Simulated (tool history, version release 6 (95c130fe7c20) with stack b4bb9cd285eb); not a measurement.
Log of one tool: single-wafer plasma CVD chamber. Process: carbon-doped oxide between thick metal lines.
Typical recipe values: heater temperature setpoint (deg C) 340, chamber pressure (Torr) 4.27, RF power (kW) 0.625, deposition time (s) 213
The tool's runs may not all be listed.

| run | day | heater temperature setpoint (deg C) | chamber pressure (Torr) | RF power (kW) | deposition time (s) | read-back reference wafer on the same gauge, thickness_nm | mean film thickness on the monitor wafer (Å) |
|---|---|---|---|---|---|---|---|
| 1 | 0.000 | 329 | 4.27 | 0.625 | 213 | 1189.967 | 12010.78 |
| 2 | 0.783 | 340 | 4.27 | 0.625 | 213 | 1190.756 | 11535.11 |
| 3 | 1.733 | 340 | 4.27 | 0.625 | 213 | 1189.418 | 11568.59 |
| 4 | 3.183 | 340 | 4.27 | 0.625 | 213 | 1190.233 | 11532.88 |
|  | 3.717 | thermocouple changed; heater temperature recalibrated |
| 5 | 4.450 | 340 | 4.27 | 0.625 | 213 | 1189.790 | 11224.79 |
|  | 4.746 | gauge calibrated |
| 6 | 5.417 | 340 | 4.27 | 0.625 | 213 | 1191.065 | 11177.55 |
| 7 | 6.079 | 340 | 4.27 | 0.505 | 177 | 1190.202 | 7886.37 |
| 8 | 7.121 | 340 | 4.27 | 0.625 | 213 | 1191.319 | 11181.01 |
| 9 | 8.067 | 330 | 4.27 | 0.585 | 229 | 1190.657 | 11847.18 |
| 10 | 9.492 | 335 | 5.19 | 0.715 | 251 | 1188.988 | 15070.23 |
| 11 | 10.575 | 355 | 4.27 | 0.625 | 213 | 1188.839 | 10623.75 |
| 12 | 13.262 | 335 | 3.68 | 0.710 | 194 | 1190.358 | 11017.58 |
|  | 14.217 | showerhead replaced |
|  | 14.558 | RF generator calibrated |
| 13 | 14.629 | 330 | 4.27 | 0.590 | 213 | 1191.408 | 11595.70 |
| 14 | 15.358 | 340 | 4.27 | 0.625 | 213 | 1188.648 | 11686.99 |
| 15 | 16.588 | 326 | 4.27 | 0.625 | 173 | 1188.140 | 9938.20 |
| 16 | 17.258 | 340 | 4.27 | 0.625 | 213 | 1188.403 | 11725.19 |
| 17 | 18.658 | 340 | 4.27 | 0.625 | 213 | 1189.127 | 11597.36 |
| 18 | 19.404 | 354 | 3.81 | 0.625 | 213 | 1189.602 | 10977.12 |
| 19 | 20.029 | 340 | 4.27 | 0.625 | 201 | 1191.038 | 11014.79 |
| 20 | 21.304 | 340 | 5.30 | 0.625 | 213 | 1189.635 | 12105.92 |
| 21 | 21.833 | 335 | 3.95 | 0.550 | 183 | 1188.571 | 9235.87 |
| 22 | 23.312 | 340 | 3.53 | 0.625 | 213 | 1187.843 | 11324.29 |
| 23 | 24.667 | 340 | 4.27 | 0.625 | 213 | 1190.585 | 11724.17 |
| 24 | 25.171 | 331 | 5.09 | 0.715 | 225 | 1191.172 | 14300.82 |
| 25 | 25.967 | 340 | 4.27 | 0.560 | 233 | 1190.316 | 11833.25 |
| 26 | 26.892 | 340 | 4.86 | 0.625 | 187 | 1189.673 | 10383.31 |
| 27 | 27.950 | 340 | 4.27 | 0.625 | 213 | 1187.973 | 11702.76 |
| 28 | 29.279 | 331 | 4.27 | 0.625 | 183 | 1190.063 | 10337.90 |

Each row is a separate what-if for the run after 28, all from the same tool condition, not one after another. Results?
| A | 29.300 | 340 | 4.27 | 0.625 | 213 | ? | ? |
| B | 29.300 | 340 | 4.27 | 0.625 | 199 | ? | ? |
| C | 29.300 | 340 | 4.64 | 0.625 | 213 | ? | ? |
| D | 29.300 | 340 | 4.61 | 0.625 | 249 | ? | ? |

| run | read-back reference wafer on the same gauge, thickness_nm | mean film thickness on the monitor wafer (Å) |
|---|---|---|
| A | 1191.808 | 11636.67 |
| B | 1191.808 | 10873.76 |
| C | 1191.808 | 11781.88 |
| D | 1191.808 | 13754.36 |
Without the tool's hidden state the same runs would have given:
| run | mean film thickness on the monitor wafer (Å) |
|---|---|
| A | 11657.49 |
| B | 10893.21 |
| C | 11802.96 |
| D | 13778.97 |
